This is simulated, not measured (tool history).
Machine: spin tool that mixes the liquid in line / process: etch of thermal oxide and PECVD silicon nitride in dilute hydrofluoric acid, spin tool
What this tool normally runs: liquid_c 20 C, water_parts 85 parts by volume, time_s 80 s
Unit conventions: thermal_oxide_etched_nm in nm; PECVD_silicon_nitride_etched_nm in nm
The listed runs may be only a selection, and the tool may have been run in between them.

run,hour,liquid_c,water_parts,time_s,"read-back film thickness of the thermal oxide reference wafer, read on the same gauge (nm)","read-back film thickness of the PECVD silicon nitride reference wafer, read on the same gauge (nm)",thermal_oxide_etched_nm,PECVD_silicon_nitride_etched_nm
1,0,20,85,115,29.997,39.994,6.345,3.319
2,181.4,20,85,115,29.99,40.01,6.374,3.287
3,287.1,20,85,80,30.007,40.029,4.336,2.207
4,332.4,20,85,80,29.99,39.995,4.388,2.267
5,391.9,20,85,80,30.006,40.033,4.428,2.308
# hour 430.1: gauge calibrated
6,447.3,20,85,80,29.994,40.012,4.351,2.309
7,505.3,20,85,80,30.008,39.987,4.389,2.298
# hour 665.3: thermometer replaced
8,718.2,20,85,80,30.004,40.01,4.383,2.308
# hour 767.6: hydrofluoric acid flow meter replaced
9,814.6,20,85,80,29.995,40.006,4.586,2.339
10,856.5,20,85,80,29.989,39.988,4.569,2.451
11,918.7,21.5,120,35,30.003,40.014,1.467,0.818
12,978.6,20,85,80,30.004,39.992,4.595,2.371
13,1019.7,21.5,45,40,30.004,40.05,4.744,2.416
14,1070,25,75,130,30.002,40.011,10.462,6.038
15,1158.9,17,50,65,30.009,39.997,5.713,2.646
16,1207.9,24.5,125,40,29.985,40.008,1.766,1.086
17,1258,20,60,80,30.005,39.983,6.492,3.267
18,1304.5,20,60,35,30.004,40.029,2.914,1.447
19,1341.9,18.5,110,65,30.002,39.991,2.608,1.304

What will run 20 give?
20,1392.6,20,85,125,?,?,?,?

{"run 20": {"read-back film thickness of the thermal oxide reference wafer, read on the same gauge (nm)": 30.003, "read-back film thickness of the PECVD silicon nitride reference wafer, read on the same gauge (nm)": 40.015, "thermal_oxide_etched_nm": 7.023, "PECVD_silicon_nitride_etched_nm": 3.723}}
With no hidden state in the tool, this same run would have given thermal_oxide_etched_nm 7.194 nm, PECVD_silicon_nitride_etched_nm 3.804 nm.
